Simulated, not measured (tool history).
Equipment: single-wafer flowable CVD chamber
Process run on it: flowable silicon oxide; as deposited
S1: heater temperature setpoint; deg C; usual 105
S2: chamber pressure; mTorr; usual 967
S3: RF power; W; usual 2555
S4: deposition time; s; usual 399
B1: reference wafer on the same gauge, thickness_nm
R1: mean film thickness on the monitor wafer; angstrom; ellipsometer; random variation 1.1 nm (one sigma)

run	hour	S1	S2	S3	S4	B1	R1
1	0	105	908	2780	399	293.86	3469.41
2	15.2	105	908	2780	399	293.644	3460.77
3	24.2	105	967	2555	399	293.769	3693.83
4	30.5	105	967	2555	399	293.656	3686.87
5	48	105	967	2555	399	293.605	3685.55
6	61	105	967	2555	399	293.605	3680.06
7	74.8	105	967	2555	399	294.118	3669.48
# hour 92.5: RF generator calibrated
8	93	105	967	2555	399	294.148	3679.17
9	109.9	105	967	2555	399	293.798	3694.13
# hour 123.2: gauge calibrated
# hour 124.8: capacitance manometer re-zeroed and calibrated
10	125.3	105	967	2555	399	294.524	3677.58
11	131.9	105	967	2555	399	293.857	3682.78
12	138.3	105	906	2555	399	293.762	3480.99
13	146.3	105	906	2555	399	293.779	3442.31
# hour 161.6: showerhead replaced
14	162.1	93	1083	2555	399	294.599	6353.25
15	169.7	94	967	2555	399	294.003	5478.9
16	176.4	105	1043	2795	472	294.399	4776.24
17	187.2	105	967	2555	399	294.197	3685.37
# hour 196.5: thermocouple changed; heater temperature recalibrated
18	200.5	105	800	2555	421	294.028	2597.37
19	211.1	110	867	2555	399	293.91	2207.09
20	221	105	889	2555	399	294.483	2738.24
21	228.2	105	906	2555	399	294.114	2788.4
22	238.9	112	891	2555	399	293.864	2142.32
23	255.6	112	891	2555	399	294.306	2131.21
24	264.1	105	967	2555	399	294.048	3004.05
25	277	105	967	2555	399	293.702	3051.78
26	292.8	105	908	2780	399	294.124	2869.92
27	302.5	105	1126	2555	399	293.978	3537.74
28	309.6	97	967	2770	399	294.086	4158.4

Results per run with the tool's hidden condition removed, run-to-run variation unchanged:
Hidden state present: wafer temperature above the value expected at the setpoint (K); delivered RF power above the setpoint (%); true pressure above the setpoint (%); gauge reads high (%).
run	R1
1	2732.23
2	2724.59
3	2907.54
4	2901.7
5	2899.67
6	2894.63
7	2885.55
8	2892.19
9	2903.06
10	2889.26
11	2893
12	2734.18
13	2703.43
14	5097.02
15	4376.37
16	3749.11
17	2892.31
18	2533.52
19	2149.56
20	2656.03
21	2699.46
22	2072.83
23	2053.66
24	2880.96
25	2917.11
26	2732.4
27	3360.13
28	3944.76

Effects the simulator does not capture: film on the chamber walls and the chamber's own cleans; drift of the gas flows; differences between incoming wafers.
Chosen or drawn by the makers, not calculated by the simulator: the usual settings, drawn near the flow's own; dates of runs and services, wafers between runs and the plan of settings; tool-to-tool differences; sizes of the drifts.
